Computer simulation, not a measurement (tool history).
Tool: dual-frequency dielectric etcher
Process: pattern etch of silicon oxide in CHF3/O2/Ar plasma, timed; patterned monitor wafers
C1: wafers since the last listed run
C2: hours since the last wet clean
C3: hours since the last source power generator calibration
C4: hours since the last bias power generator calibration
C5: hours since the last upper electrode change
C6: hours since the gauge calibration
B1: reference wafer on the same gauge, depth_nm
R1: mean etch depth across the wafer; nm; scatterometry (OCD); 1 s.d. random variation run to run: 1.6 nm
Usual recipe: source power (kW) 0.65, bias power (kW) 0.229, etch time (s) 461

run 1 hour=0 | source_power_(kW)=0.65 bias_power_(kW)=0.229 etch_time_(s)=461 | C1=0 C2=559.7 C3=3790.9 C4=3031.6 C5=2331.2 C6=491.1 | B1=919.8 | R1=1015
run 2 hour=25.9 | source_power_(kW)=0.54 bias_power_(kW)=0.229 etch_time_(s)=461 | C1=125 C2=585.6 C3=3816.8 C4=3057.5 C5=2357.1 C6=517 | B1=920 | R1=908
-- hour=75 wet clean of the chamber
run 3 hour=75.5 | source_power_(kW)=0.54 bias_power_(kW)=0.229 etch_time_(s)=461 | C1=123 C2=0.5 C3=3866.4 C4=3107.1 C5=2406.7 C6=566.6 | B1=919.5 | R1=925.3
run 4 hour=75.9 | source_power_(kW)=0.54 bias_power_(kW)=0.229 etch_time_(s)=461 | C1=1 C2=0.9 C3=3866.8 C4=3107.5 C5=2407.1 C6=567 | B1=920 | R1=928.8
run 5 hour=88.7 | source_power_(kW)=0.65 bias_power_(kW)=0.229 etch_time_(s)=461 | C1=61 C2=13.7 C3=3879.6 C4=3120.3 C5=2419.9 C6=579.8 | B1=919.8 | R1=1035.1
run 6 hour=113.7 | source_power_(kW)=0.65 bias_power_(kW)=0.229 etch_time_(s)=461 | C1=121 C2=38.7 C3=3904.6 C4=3145.3 C5=2444.9 C6=604.8 | B1=920 | R1=1035.5
run 7 hour=145.6 | source_power_(kW)=0.65 bias_power_(kW)=0.229 etch_time_(s)=461 | C1=154 C2=70.6 C3=3936.5 C4=3177.2 C5=2476.8 C6=636.7 | B1=919.7 | R1=1033.6
run 8 hour=198.7 | source_power_(kW)=0.65 bias_power_(kW)=0.229 etch_time_(s)=461 | C1=257 C2=123.7 C3=3989.6 C4=3230.3 C5=2529.9 C6=689.8 | B1=920.3 | R1=1030
run 9 hour=216.4 | source_power_(kW)=0.65 bias_power_(kW)=0.229 etch_time_(s)=461 | C1=85 C2=141.4 C3=4007.3 C4=3248 C5=2547.6 C6=707.5 | B1=919.6 | R1=1029.5
run 10 hour=245.2 | source_power_(kW)=0.65 bias_power_(kW)=0.229 etch_time_(s)=461 | C1=139 C2=170.2 C3=4036.1 C4=3276.8 C5=2576.4 C6=736.3 | B1=919.2 | R1=1033.4
run 11 hour=277 | source_power_(kW)=0.61 bias_power_(kW)=0.198 etch_time_(s)=461 | C1=154 C2=202 C3=4067.9 C4=3308.6 C5=2608.2 C6=768.1 | B1=919.5 | R1=930
-- hour=294.6 gauge calibrated
run 12 hour=306.2 | source_power_(kW)=0.61 bias_power_(kW)=0.198 etch_time_(s)=461 | C1=141 C2=231.2 C3=4097.1 C4=3337.8 C5=2637.4 C6=11.6 | B1=919.9 | R1=930.9
run 13 hour=322.7 | source_power_(kW)=0.65 bias_power_(kW)=0.229 etch_time_(s)=461 | C1=79 C2=247.7 C3=4113.6 C4=3354.3 C5=2653.9 C6=28.1 | B1=919.9 | R1=1025.4
-- hour=414.3 upper electrode replaced
run 14 hour=414.8 | source_power_(kW)=0.65 bias_power_(kW)=0.229 etch_time_(s)=461 | C1=329 C2=339.8 C3=4205.7 C4=3446.4 C5=0.5 C6=120.2 | B1=919.6 | R1=1025.9
run 15 hour=446.8 | source_power_(kW)=0.65 bias_power_(kW)=0.229 etch_time_(s)=512 | C1=154 C2=371.8 C3=4237.7 C4=3478.4 C5=32.5 C6=152.2 | B1=920 | R1=1135.7
run 16 hour=480.7 | source_power_(kW)=0.52 bias_power_(kW)=0.173 etch_time_(s)=526 | C1=164 C2=405.7 C3=4271.6 C4=3512.3 C5=66.4 C6=186.1 | B1=920.1 | R1=901.2
run 17 hour=495.7 | source_power_(kW)=0.76 bias_power_(kW)=0.229 etch_time_(s)=596 | C1=72 C2=420.7 C3=4286.6 C4=3527.3 C5=81.4 C6=201.1 | B1=920 | R1=1437.3
run 18 hour=591.1 | source_power_(kW)=0.53 bias_power_(kW)=0.273 etch_time_(s)=363 | C1=462 C2=516.1 C3=4382 C4=3622.7 C5=176.8 C6=296.5 | B1=920.2 | R1=768.5
run 19 hour=621.7 | source_power_(kW)=0.73 bias_power_(kW)=0.229 etch_time_(s)=461 | C1=148 C2=546.7 C3=4412.6 C4=3653.3 C5=207.4 C6=327.1 | B1=919.6 | R1=1086.8
-- hour=643 source power generator calibrated
-- hour=657.7 bias power generator calibrated
-- hour=663 wet clean of the chamber
run 20 hour=663.5 | source_power_(kW)=0.65 bias_power_(kW)=0.229 etch_time_(s)=461 | C1=138 C2=0.5 C3=20.5 C4=5.8 C5=249.2 C6=368.9 | B1=920.4 | R1=1061.6
run 21 hour=668.4 | source_power_(kW)=0.58 bias_power_(kW)=0.229 etch_time_(s)=461 | C1=23 C2=5.4 C3=25.4 C4=10.7 C5=254.1 C6=373.8 | B1=920.6 | R1=991.6
run 22 hour=685.3 | source_power_(kW)=0.65 bias_power_(kW)=0.229 etch_time_(s)=461 | C1=81 C2=22.3 C3=42.3 C4=27.6 C5=271 C6=390.7 | B1=920.4 | R1=1059.4
run 23 hour=704.9 | source_power_(kW)=0.56 bias_power_(kW)=0.28 etch_time_(s)=461 | C1=94 C2=41.9 C3=61.9 C4=47.2 C5=290.6 C6=410.3 | B1=920.1 | R1=1059
run 24 hour=726.9 | source_power_(kW)=0.54 bias_power_(kW)=0.229 etch_time_(s)=376 | C1=106 C2=63.9 C3=83.9 C4=69.2 C5=312.6 C6=432.3 | B1=919.3 | R1=772.4
run 25 hour=758.5 | source_power_(kW)=0.59 bias_power_(kW)=0.271 etch_time_(s)=338 | C1=153 C2=95.5 C3=115.5 C4=100.8 C5=344.2 C6=463.9 | B1=920.5 | R1=786.9
run 26 hour=785.1 | source_power_(kW)=0.65 bias_power_(kW)=0.202 etch_time_(s)=461 | C1=128 C2=122.1 C3=142.1 C4=127.4 C5=370.8 C6=490.5 | B1=920.1 | R1=998.8
run 27 hour=808.6 | source_power_(kW)=0.76 bias_power_(kW)=0.229 etch_time_(s)=596 | C1=113 C2=145.6 C3=165.6 C4=150.9 C5=394.3 C6=514 | B1=920 | R1=1480.3
run 28 hour=822.9 | source_power_(kW)=0.73 bias_power_(kW)=0.203 etch_time_(s)=529.5 | C1=69 C2=159.9 C3=179.9 C4=165.2 C5=408.6 C6=528.3 | B1=920.4 | R1=1221.4
run 29 hour=854.4 | source_power_(kW)=0.58 bias_power_(kW)=0.198 etch_time_(s)=324.5 | C1=152 C2=191.4 C3=211.4 C4=196.7 C5=440.1 C6=559.8 | B1=919.7 | R1=651.8
run 30 hour=885.3 | source_power_(kW)=0.52 bias_power_(kW)=0.229 etch_time_(s)=553.5 | C1=149 C2=222.3 C3=242.3 C4=227.6 C5=471 C6=590.7 | B1=919.8 | R1=1102.3

How would selected steps in R1 from run to run divide? Give the signed amount a tool lacking its hidden state would still show from settings, what came in and random variation, and the signed amount left for the hidden state, including any gauge scatter that is not in both of the compared results.
The tool's hidden condition here consists of: etch rate over this chamber's usual, %; source power that arrives over what is set, %; bias power that arrives over what is set, %; gauge reads high (%).
Run 16 -> 17: source power (kW) 0.52 -> 0.76, bias power (kW) 0.173 -> 0.229, etch time (s) 526 -> 596. R1 +536.1 nm: hidden state -20.3, all else +556.4.
Run 17 -> 18: source power (kW) 0.76 -> 0.53, bias power (kW) 0.229 -> 0.273, etch time (s) 596 -> 363. R1 -668.8 nm: hidden state +23.2, all else -692.
Run 19 -> 20: source power (kW) 0.73 -> 0.65, source power generator calibrated, bias power generator calibrated, wet clean of the chamber. R1 -25.2 nm: hidden state +45.1, all else -70.3.
Run 28 -> 29: source power (kW) 0.73 -> 0.58, bias power (kW) 0.203 -> 0.198, etch time (s) 529.5 -> 324.5. R1 -569.6 nm: hidden state +3.5, all else -573.1.
